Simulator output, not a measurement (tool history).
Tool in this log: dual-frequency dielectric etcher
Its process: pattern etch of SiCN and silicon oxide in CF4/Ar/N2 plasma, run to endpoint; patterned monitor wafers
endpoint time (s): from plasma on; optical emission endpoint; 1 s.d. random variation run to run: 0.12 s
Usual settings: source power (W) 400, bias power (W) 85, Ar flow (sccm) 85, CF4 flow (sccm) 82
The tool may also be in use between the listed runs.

run	day	source power (W)	bias power (W)	Ar flow (sccm)	CF4 flow (sccm)	incoming incoming film thickness, nm	endpoint time (s)
1	0.000	400	85	85	82	11.69	13.8
2	2.146	400	85	85	82	11.61	13.8
3	3.762	400	85	85	82	11.61	13.6
# day 4.525: CF4 flow controller replaced
# day 5.096: source power generator calibrated
# day 6.075: bias power generator calibrated
4	6.096	400	85	85	82	11.49	13.3
5	8.554	400	85	85	82	11.66	13.5
6	12.488	400	85	85	82	11.63	13.4
# day 13.921: Ar flow controller replaced
7	15.542	450	67	98	82	11.74	12.6
8	18.238	400	85	85	82	11.52	13.0
# day 20.296: wet clean of the chamber
9	21.729	400	75	91	93	11.73	14.0
10	25.971	400	85	65	82	11.60	13.1
11	28.425	400	64	85	82	11.72	14.6
12	30.717	400	85	85	82	11.64	13.5
13	33.642	440	85	96	99	11.66	12.1
14	36.850	400	85	85	82	11.65	13.1
15	39.008	400	85	85	82	11.55	12.9
16	42.646	400	85	85	82	11.45	12.9
# day 45.750: wet clean of the chamber
# day 46.125: upper electrode replaced
17	46.146	320	85	77	82	11.56	17.1
18	48.604	480	72	85	62	11.57	11.8
19	50.725	400	96	95	70	11.63	13.3
20	54.750	470	72	72	100	11.61	11.2
21	56.867	400	85	85	82	11.54	13.2
22	60.904	400	79	85	82	11.48	13.1
23	64.488	330	85	85	82	11.56	16.2
# day 69.708: wet clean of the chamber
24	69.729	400	85	85	82	11.51	13.5
25	71.483	320	95	95	82	11.62	17.2

Predict each of these 3 candidate next runs independently; none follows another, all start after run 25:
A	71.500	350	85	85	82	11.60	?
B	71.500	400	85	67	82	11.60	?
C	71.500	350	85	85	98	11.60	?

run	endpoint time (s)
A	15.7
B	13.0
C	15.5
Take away the tool's hidden state, keep each run's random variation, and the runs would have read:
run	endpoint time (s)
A	15.8
B	13.1
C	15.6

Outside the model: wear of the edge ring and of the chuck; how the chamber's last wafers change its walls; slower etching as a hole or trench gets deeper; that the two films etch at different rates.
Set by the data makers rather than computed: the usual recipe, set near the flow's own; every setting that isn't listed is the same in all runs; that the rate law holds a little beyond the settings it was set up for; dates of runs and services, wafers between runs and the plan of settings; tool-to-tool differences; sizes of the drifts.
